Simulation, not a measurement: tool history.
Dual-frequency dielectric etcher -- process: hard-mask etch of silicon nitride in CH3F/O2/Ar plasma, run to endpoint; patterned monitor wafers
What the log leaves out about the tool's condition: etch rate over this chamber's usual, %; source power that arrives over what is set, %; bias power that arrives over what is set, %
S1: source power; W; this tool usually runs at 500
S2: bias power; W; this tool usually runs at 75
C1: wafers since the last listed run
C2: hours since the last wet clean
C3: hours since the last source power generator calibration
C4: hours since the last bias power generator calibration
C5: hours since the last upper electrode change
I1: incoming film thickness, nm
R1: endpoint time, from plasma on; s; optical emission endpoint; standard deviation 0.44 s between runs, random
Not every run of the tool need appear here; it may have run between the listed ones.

{"run": 1, "hour": 0.0, "S1": 500, "S2": 75, "C1": 0, "C2": 59.4, "C3": 611.5, "C4": 2052.3, "C5": 1928.1, "I1": 44.12, "R1": 57}
{"run": 2, "hour": 44.6, "S1": 500, "S2": 70, "C1": 558, "C2": 104, "C3": 656.1, "C4": 2096.9, "C5": 1972.7, "I1": 44.5, "R1": 57.7}
{"run": 3, "hour": 82.3, "S1": 500, "S2": 88, "C1": 472, "C2": 141.7, "C3": 693.8, "C4": 2134.6, "C5": 2010.4, "I1": 43.62, "R1": 54}
{"run": 4, "hour": 151.3, "S1": 500, "S2": 75, "C1": 864, "C2": 210.7, "C3": 762.8, "C4": 2203.6, "C5": 2079.4, "I1": 43.93, "R1": 54.9}
{"run": 5, "hour": 207.0, "S1": 580, "S2": 75, "C1": 697, "C2": 266.4, "C3": 818.5, "C4": 2259.3, "C5": 2135.1, "I1": 43.69, "R1": 52.4}
{"run": 6, "hour": 236.6, "S1": 580, "S2": 75, "C1": 370, "C2": 296, "C3": 848.1, "C4": 2288.9, "C5": 2164.7, "I1": 43.98, "R1": 52.2}
{"run": 7, "hour": 297.6, "S1": 580, "S2": 75, "C1": 763, "C2": 357, "C3": 909.1, "C4": 2349.9, "C5": 2225.7, "I1": 44.12, "R1": 51.2}
{"hour": 338.4, "done": "wet clean of the chamber"}
{"run": 8, "hour": 338.9, "S1": 500, "S2": 75, "C1": 216, "C2": 0.5, "C3": 950.4, "C4": 2391.2, "C5": 2267, "I1": 43.62, "R1": 56.2}
{"run": 9, "hour": 389.5, "S1": 500, "S2": 75, "C1": 633, "C2": 51.1, "C3": 1001, "C4": 2441.8, "C5": 2317.6, "I1": 43.88, "R1": 57.2}
{"run": 10, "hour": 543.8, "S1": 500, "S2": 75, "C1": 1932, "C2": 205.4, "C3": 1155.3, "C4": 2596.1, "C5": 2471.9, "I1": 44.05, "R1": 56}
{"run": 11, "hour": 593.5, "S1": 500, "S2": 75, "C1": 622, "C2": 255.1, "C3": 1205, "C4": 2645.8, "C5": 2521.6, "I1": 43.79, "R1": 55.2}
{"run": 12, "hour": 640.2, "S1": 500, "S2": 75, "C1": 584, "C2": 301.8, "C3": 1251.7, "C4": 2692.5, "C5": 2568.3, "I1": 43.93, "R1": 55.2}
{"run": 13, "hour": 671.3, "S1": 530, "S2": 75, "C1": 389, "C2": 332.9, "C3": 1282.8, "C4": 2723.6, "C5": 2599.4, "I1": 43.93, "R1": 53.9}
{"hour": 712.6, "done": "wet clean of the chamber"}
{"run": 14, "hour": 732.0, "S1": 570, "S2": 91, "C1": 459, "C2": 19.4, "C3": 1343.5, "C4": 2784.3, "C5": 2660.1, "I1": 43.58, "R1": 51}
{"hour": 737.2, "done": "source power generator calibrated"}
{"run": 15, "hour": 771.1, "S1": 500, "S2": 75, "C1": 439, "C2": 58.5, "C3": 33.9, "C4": 2823.4, "C5": 2699.2, "I1": 43.62, "R1": 55.3}
{"run": 16, "hour": 812.9, "S1": 500, "S2": 75, "C1": 523, "C2": 100.3, "C3": 75.7, "C4": 2865.2, "C5": 2741, "I1": 44.32, "R1": 57.4}
{"run": 17, "hour": 856.9, "S1": 500, "S2": 88, "C1": 551, "C2": 144.3, "C3": 119.7, "C4": 2909.2, "C5": 2785, "I1": 43.65, "R1": 53.1}
{"hour": 906.4, "done": "upper electrode replaced, of another model than before"}
{"run": 18, "hour": 906.9, "S1": 560, "S2": 75, "C1": 325, "C2": 194.3, "C3": 169.7, "C4": 2959.2, "C5": 0.5, "I1": 44.14, "R1": 53.7}
{"run": 19, "hour": 933.7, "S1": 580, "S2": 86, "C1": 335, "C2": 221.1, "C3": 196.5, "C4": 2986, "C5": 27.3, "I1": 44.03, "R1": 50.5}
{"run": 20, "hour": 966.6, "S1": 500, "S2": 64, "C1": 412, "C2": 254, "C3": 229.4, "C4": 3018.9, "C5": 60.2, "I1": 43.99, "R1": 58.4}
{"run": 21, "hour": 991.4, "S1": 530, "S2": 75, "C1": 310, "C2": 278.8, "C3": 254.2, "C4": 3043.7, "C5": 85, "I1": 43.59, "R1": 54}
{"hour": 1029.0, "done": "bias power generator calibrated"}
{"hour": 1040.1, "done": "wet clean of the chamber"}
{"run": 22, "hour": 1057.4, "S1": 560, "S2": 92, "C1": 638, "C2": 17.3, "C3": 320.2, "C4": 28.4, "C5": 151, "I1": 44.03, "R1": 51.5}
{"run": 23, "hour": 1224.8, "S1": 560, "S2": 94, "C1": 2096, "C2": 184.7, "C3": 487.6, "C4": 195.8, "C5": 318.4, "I1": 43.93, "R1": 50.2}
{"run": 24, "hour": 1271.2, "S1": 470, "S2": 80, "C1": 581, "C2": 231.1, "C3": 534, "C4": 242.2, "C5": 364.8, "I1": 44.09, "R1": 55.6}
{"run": 25, "hour": 1308.2, "S1": 500, "S2": 64, "C1": 463, "C2": 268.1, "C3": 571, "C4": 279.2, "C5": 401.8, "I1": 44.14, "R1": 58.5}

Run-by-run hidden state of the tool:
source power that arrives over what is set, %: 0 at every run
bias power that arrives over what is set, %: 0 at every run
H1: etch rate over this chamber's usual, %
run=1 H1=1.12
run=2 H1=1.77
run=3 H1=2.32
run=4 H1=3.32
run=5 H1=4.13
run=6 H1=4.56
run=7 H1=5.45
run=8 H1=0.326
run=9 H1=1.06
run=10 H1=3.31
run=11 H1=4.03
run=12 H1=4.71
run=13 H1=5.16
run=14 H1=0.982
run=15 H1=1.55
run=16 H1=2.16
run=17 H1=2.8
run=18 H1=3.52
run=19 H1=3.91
run=20 H1=4.39
run=21 H1=4.75
run=22 H1=0.567
run=23 H1=3
run=24 H1=3.68
run=25 H1=4.21

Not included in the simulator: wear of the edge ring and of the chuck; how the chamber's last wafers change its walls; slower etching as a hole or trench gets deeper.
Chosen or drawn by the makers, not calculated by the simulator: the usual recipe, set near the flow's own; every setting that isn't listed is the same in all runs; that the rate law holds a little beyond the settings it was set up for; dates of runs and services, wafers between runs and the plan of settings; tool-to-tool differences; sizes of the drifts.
